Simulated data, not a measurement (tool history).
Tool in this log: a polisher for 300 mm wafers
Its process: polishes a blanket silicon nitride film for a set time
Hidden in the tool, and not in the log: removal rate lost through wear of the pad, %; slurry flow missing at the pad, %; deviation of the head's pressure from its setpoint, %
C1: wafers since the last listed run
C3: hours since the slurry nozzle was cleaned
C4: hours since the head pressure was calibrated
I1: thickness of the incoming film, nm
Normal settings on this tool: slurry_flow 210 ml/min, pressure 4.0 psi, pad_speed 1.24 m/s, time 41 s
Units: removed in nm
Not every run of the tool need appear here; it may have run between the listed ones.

{"run": 1, "hour": 0.0, "slurry_flow": 210, "pressure": 2.9, "pad_speed": 1.24, "time": 41, "C1": 0, "wafers polished on this pad": 856, "C3": 163.2, "C4": 262.1, "I1": 872.4, "removed": 60.9}
{"hour": 17.5, "done": "worn pad replaced by a new one"}
{"run": 2, "hour": 24.7, "slurry_flow": 210, "pressure": 4.0, "pad_speed": 1.24, "time": 41, "C1": 185, "wafers polished on this pad": 64, "C3": 187.9, "C4": 286.8, "I1": 890.2, "removed": 72.8}
{"run": 3, "hour": 53.1, "slurry_flow": 210, "pressure": 4.0, "pad_speed": 1.24, "time": 41, "C1": 255, "wafers polished on this pad": 319, "C3": 216.3, "C4": 315.2, "I1": 879.4, "removed": 74.3}
{"run": 4, "hour": 62.0, "slurry_flow": 210, "pressure": 4.0, "pad_speed": 1.24, "time": 41, "C1": 79, "wafers polished on this pad": 399, "C3": 225.2, "C4": 324.1, "I1": 894.4, "removed": 72.7}
{"run": 5, "hour": 76.1, "slurry_flow": 230, "pressure": 4.0, "pad_speed": 1.24, "time": 41, "C1": 126, "wafers polished on this pad": 526, "C3": 239.3, "C4": 338.2, "I1": 905.1, "removed": 71.4}
{"run": 6, "hour": 91.4, "slurry_flow": 230, "pressure": 4.0, "pad_speed": 1.24, "time": 41, "C1": 137, "wafers polished on this pad": 663, "C3": 254.6, "C4": 353.5, "I1": 908.7, "removed": 70.2}
{"hour": 106.2, "done": "worn pad replaced by a new one"}
{"run": 7, "hour": 106.7, "slurry_flow": 230, "pressure": 4.0, "pad_speed": 1.24, "time": 41, "C1": 101, "wafers polished on this pad": 4, "C3": 269.9, "C4": 368.8, "I1": 894.3, "removed": 69.6}
{"run": 8, "hour": 115.7, "slurry_flow": 210, "pressure": 4.0, "pad_speed": 1.24, "time": 41, "C1": 80, "wafers polished on this pad": 85, "C3": 278.9, "C4": 377.8, "I1": 896.6, "removed": 70.8}
{"run": 9, "hour": 130.1, "slurry_flow": 210, "pressure": 4.0, "pad_speed": 1.24, "time": 41, "C1": 129, "wafers polished on this pad": 214, "C3": 293.3, "C4": 392.2, "I1": 885.7, "removed": 71.0}
{"run": 10, "hour": 143.7, "slurry_flow": 210, "pressure": 4.0, "pad_speed": 0.96, "time": 41, "C1": 122, "wafers polished on this pad": 337, "C3": 306.9, "C4": 405.8, "I1": 897.6, "removed": 61.9}
{"run": 11, "hour": 156.7, "slurry_flow": 210, "pressure": 4.0, "pad_speed": 1.12, "time": 41, "C1": 116, "wafers polished on this pad": 453, "C3": 319.9, "C4": 418.8, "I1": 877.2, "removed": 66.4}
{"run": 12, "hour": 168.5, "slurry_flow": 210, "pressure": 4.0, "pad_speed": 1.02, "time": 41, "C1": 105, "wafers polished on this pad": 559, "C3": 331.7, "C4": 430.6, "I1": 907.9, "removed": 63.6}
{"run": 13, "hour": 182.9, "slurry_flow": 210, "pressure": 4.0, "pad_speed": 1.02, "time": 41, "C1": 129, "wafers polished on this pad": 689, "C3": 346.1, "C4": 445.0, "I1": 891.2, "removed": 61.5}
{"run": 14, "hour": 199.5, "slurry_flow": 210, "pressure": 4.0, "pad_speed": 1.02, "time": 41, "C1": 149, "wafers polished on this pad": 838, "C3": 362.7, "C4": 461.6, "I1": 889.9, "removed": 62.1}
{"hour": 211.1, "done": "worn pad replaced by a new one"}
{"hour": 214.2, "done": "slurry nozzle cleaned"}
{"run": 15, "hour": 214.7, "slurry_flow": 210, "pressure": 4.0, "pad_speed": 1.24, "time": 41, "C1": 91, "wafers polished on this pad": 23, "C3": 0.5, "C4": 476.8, "I1": 886.3, "removed": 71.9}
{"run": 16, "hour": 221.2, "slurry_flow": 210, "pressure": 4.0, "pad_speed": 1.24, "time": 41, "C1": 58, "wafers polished on this pad": 81, "C3": 7.0, "C4": 483.3, "I1": 875.6, "removed": 71.6}
{"run": 17, "hour": 233.4, "slurry_flow": 210, "pressure": 4.0, "pad_speed": 1.24, "time": 41, "C1": 109, "wafers polished on this pad": 191, "C3": 19.2, "C4": 495.5, "I1": 879.7, "removed": 73.0}
{"hour": 237.4, "done": "head pressure recalibrated"}
{"run": 18, "hour": 242.9, "slurry_flow": 210, "pressure": 4.0, "pad_speed": 1.24, "time": 41, "C1": 67, "wafers polished on this pad": 258, "C3": 28.7, "C4": 5.5, "I1": 897.8, "removed": 78.0}
{"run": 19, "hour": 252.2, "slurry_flow": 180, "pressure": 4.0, "pad_speed": 1.04, "time": 41, "C1": 83, "wafers polished on this pad": 342, "C3": 38.0, "C4": 14.8, "I1": 877.3, "removed": 69.3}

Forecast run 20:
{"run": 20, "hour": 260.7, "slurry_flow": 210, "pressure": 3.0, "pad_speed": 1.24, "time": 41, "C1": 76, "wafers polished on this pad": 418, "C3": 46.5, "C4": 23.3, "I1": 880.9, "removed": "?"}

removed: 66.3 nm
Minus the tool's unlogged condition, the same run would have read removed 67.1 nm.

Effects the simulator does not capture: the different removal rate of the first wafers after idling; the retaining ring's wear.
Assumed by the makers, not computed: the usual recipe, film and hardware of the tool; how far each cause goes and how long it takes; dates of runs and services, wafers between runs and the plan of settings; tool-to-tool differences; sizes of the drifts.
